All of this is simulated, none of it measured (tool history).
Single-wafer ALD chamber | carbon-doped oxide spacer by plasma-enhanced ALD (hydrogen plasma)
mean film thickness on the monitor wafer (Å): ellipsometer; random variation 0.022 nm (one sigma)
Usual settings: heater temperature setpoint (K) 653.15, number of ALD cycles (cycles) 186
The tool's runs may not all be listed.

| run | hour | heater temperature setpoint (K) | number of ALD cycles (cycles) | wafers since the last listed run | hours since the last thermocouple change | hours since the gauge calibration | read-back reference wafer on the same gauge, thickness_nm | mean film thickness on the monitor wafer (Å) |
|---|---|---|---|---|---|---|---|---|
| 1 | 0 | 653.15 | 186 | 0 | 2076.8 | 584.8 | 7.462 | 86.98 |
| 2 | 30.1 | 653.15 | 186 | 67 | 2106.9 | 614.9 | 7.471 | 86.81 |
| 3 | 55.4 | 653.15 | 186 | 57 | 2132.2 | 640.2 | 7.47 | 86.97 |
| 4 | 85.3 | 660.15 | 186 | 67 | 2162.1 | 670.1 | 7.476 | 86.76 |
| 5 | 105.8 | 660.15 | 186 | 46 | 2182.6 | 690.6 | 7.467 | 86.84 |
| 6 | 118.4 | 642.15 | 214 | 28 | 2195.2 | 703.2 | 7.474 | 100.38 |
| 7 | 133.6 | 642.15 | 214 | 34 | 2210.4 | 718.4 | 7.471 | 99.84 |
| 8 | 212.7 | 642.15 | 214 | 178 | 2289.5 | 797.5 | 7.468 | 100.08 |
| 9 | 230 | 653.15 | 186 | 39 | 2306.8 | 814.8 | 7.472 | 87.44 |
| 10 | 264.4 | 653.15 | 186 | 77 | 2341.2 | 849.2 | 7.469 | 86.72 |
| 11 | 285.1 | 653.15 | 186 | 46 | 2361.9 | 869.9 | 7.466 | 86.79 |
| 12 | 298.7 | 653.15 | 186 | 30 | 2375.5 | 883.5 | 7.468 | 86.77 |
| 13 | 322.2 | 659.15 | 176 | 53 | 2399 | 907 | 7.471 | 81.93 |
| 14 | 343.8 | 653.15 | 186 | 48 | 2420.6 | 928.6 | 7.468 | 86.67 |
| 15 | 363 | 653.15 | 186 | 43 | 2439.8 | 947.8 | 7.472 | 86.46 |
| 16 | 381.4 | 643.15 | 200 | 41 | 2458.2 | 966.2 | 7.467 | 93.28 |
| 17 | 395.7 | 653.15 | 186 | 32 | 2472.5 | 980.5 | 7.469 | 87.02 |
|  | 443 | gauge calibrated |
| 18 | 492.4 | 664.15 | 172 | 218 | 2569.2 | 49.4 | 7.469 | 80.66 |
| 19 | 505.2 | 653.15 | 218 | 28 | 2582 | 62.2 | 7.47 | 101.61 |
|  | 515.6 | thermocouple changed; heater temperature recalibrated |
| 20 | 524.3 | 649.15 | 204 | 25 | 8.7 | 81.3 | 7.468 | 95.13 |
| 21 | 550.1 | 639.15 | 150 | 58 | 34.5 | 107.1 | 7.474 | 69.79 |
| 22 | 569.3 | 664.15 | 186 | 43 | 53.7 | 126.3 | 7.465 | 86.97 |
| 23 | 588.2 | 641.15 | 186 | 42 | 72.6 | 145.2 | 7.472 | 86.62 |
| 24 | 661.1 | 653.15 | 186 | 164 | 145.5 | 218.1 | 7.465 | 86.78 |
| 25 | 761.1 | 648.15 | 186 | 225 | 245.5 | 318.1 | 7.462 | 87.16 |
| 26 | 796.9 | 653.15 | 220 | 80 | 281.3 | 353.9 | 7.468 | 103.09 |
| 27 | 838.5 | 641.15 | 159 | 93 | 322.9 | 395.5 | 7.475 | 74.42 |
| 28 | 853.9 | 646.15 | 211 | 34 | 338.3 | 410.9 | 7.476 | 98.77 |
| 29 | 871.1 | 642.15 | 154 | 38 | 355.5 | 428.1 | 7.469 | 71.72 |
| 30 | 893.3 | 653.15 | 175 | 50 | 377.7 | 450.3 | 7.47 | 81.58 |
| 31 | 912.8 | 653.15 | 175 | 43 | 397.2 | 469.8 | 7.474 | 81.74 |
| 32 | 941.9 | 646.15 | 173 | 65 | 426.3 | 498.9 | 7.467 | 80.99 |
| 33 | 986.7 | 638.15 | 186 | 101 | 471.1 | 543.7 | 7.472 | 86.83 |

How the hidden state differs across the entries between the runs, from the last listed run before each to the first after it:
Between runs 17 and 18: gauge calibrated (hour 443)
  no hidden state differs between the two runs
Between runs 19 and 20: thermocouple changed; heater temperature recalibrated (hour 515.6)
  no hidden state differs between the two runs
